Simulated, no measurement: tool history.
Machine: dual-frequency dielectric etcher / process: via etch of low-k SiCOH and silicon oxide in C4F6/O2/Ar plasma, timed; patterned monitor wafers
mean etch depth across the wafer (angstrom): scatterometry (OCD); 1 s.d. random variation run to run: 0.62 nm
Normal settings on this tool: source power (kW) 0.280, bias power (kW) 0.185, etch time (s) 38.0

run   hour  source power (kW)  bias power (kW)  etch time (s)  read-back reference wafer on the same gauge, depth_nm  mean etch depth across the wafer (angstrom)
  1    0.0              0.280            0.185           38.0                                                   87.4                                          976
  2   20.6              0.280            0.185           38.0                                                   87.4                                          984
  3   56.1              0.280            0.185           38.0                                                   87.3                                          982
  4   83.4              0.280            0.185           38.0                                                   87.3                                          985
     113.0  -- wet clean of the chamber
     128.2  -- source power generator calibrated
     128.5  -- gauge calibrated
     129.1  -- upper electrode replaced
  5  129.6              0.280            0.185           38.0                                                   87.3                                          940
  6  129.9              0.280            0.185           38.0                                                   87.3                                          943
     153.6  -- bias power generator calibrated
  7  157.2              0.280            0.185           38.0                                                   87.3                                          937
  8  181.9              0.280            0.231           38.0                                                   87.4                                         1006
  9  196.4              0.280            0.200           38.0                                                   87.3                                          970
 10  219.6              0.280            0.185           38.0                                                   87.2                                          951
 11  260.2              0.280            0.185           38.0                                                   87.3                                          958
 12  274.4              0.230            0.154           28.5                                                   87.2                                          656
 13  291.9              0.280            0.185           46.0                                                   87.2                                         1170
 14  311.7              0.300            0.171           47.0                                                   87.3                                         1182

Below are 5 alternative next runs, each starting from the tool's condition after run 14. Predict each:
  A  312.1              0.280            0.185           38.0                                                      ?                                            ?
  B  312.1              0.250            0.185           28.0                                                      ?                                            ?
  C  312.1              0.280            0.185           32.0                                                      ?                                            ?
  D  312.1              0.280            0.145           38.0                                                      ?                                            ?
  E  312.1              0.320            0.224           38.0                                                      ?                                            ?

run  read-back reference wafer on the same gauge, depth_nm  mean etch depth across the wafer (angstrom)
  A                                                   87.2                                          964
  B                                                   87.2                                          689
  C                                                   87.2                                          811
  D                                                   87.2                                          904
  E                                                   87.2                                         1055
Stripped of hidden state, with their random variation kept, the same runs would have yielded:
run  mean etch depth across the wafer (angstrom)
  A                                          946
  B                                          677
  C                                          797
  D                                          887
  E                                         1036
